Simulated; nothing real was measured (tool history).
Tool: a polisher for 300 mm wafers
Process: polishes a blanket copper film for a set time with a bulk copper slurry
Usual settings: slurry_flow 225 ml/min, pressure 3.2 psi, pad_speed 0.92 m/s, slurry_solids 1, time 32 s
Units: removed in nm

run,day,slurry_flow,pressure,pad_speed,slurry_solids,time,"incoming thickness of the incoming film, nm",removed
1,0,225,3.2,0.92,1,32,4517.9,336.4
2,3.238,225,3.2,0.92,1,32,4528.9,329.7
3,5.792,225,3.2,0.92,1,32,4473.9,328.8
# day 7.983: worn pad replaced by a new one
4,10.058,225,3.2,1,1,32,4477.9,361.2
5,11.608,225,3.2,1,1,32,4605.9,358
# day 13.321: slurry blender recalibrated
6,13.533,225,3.2,1,1,32,4530.9,376.6
# day 16.1: head pressure recalibrated
# day 17.625: slurry nozzle cleaned
# day 19.517: worn pad replaced by a new one
7,19.983,225,3.2,0.92,1,32,4495.1,333.3
8,24.246,225,3.2,0.92,1,32,4498.2,331.3
9,28.479,225,3.5,0.92,1,32,4581.3,354.6
# day 30.042: worn pad replaced by a new one
# day 33.633: slurry blender recalibrated
10,36.875,225,3.2,0.92,1,28,4498.1,293.6
# day 38.388: head pressure recalibrated
# day 38.946: slurry nozzle cleaned
11,40.704,225,3.2,0.92,1,32,4446.1,318
# day 41.871: worn pad replaced by a new one
12,44.992,225,4.1,0.92,1,32,4481.3,420.2
13,48.988,225,4,0.92,0.7,32,4538.9,378
# day 50.592: slurry blender recalibrated
14,51.342,225,4.1,0.92,1.2,41,4527,565.4
# day 51.883: worn pad replaced by a new one
15,53.15,225,3.2,0.92,1,32,4496.4,343.6
16,56.825,180,2.3,1.04,0.85,32,4482.2,252.9

Forecast each of these 3 alternatives for the next run:
A,56.842,225,3.2,0.92,1,32,4433.7,?
B,56.842,280,3.7,1.2,1,26,4433.7,?
C,56.842,225,3.2,0.92,0.8,32,4433.7,?

run,removed
A,328.8
B,413.2
C,317.5
Without the tool's hidden state the same runs would have given:
run,removed
A,346.3
B,435.2
C,334.2
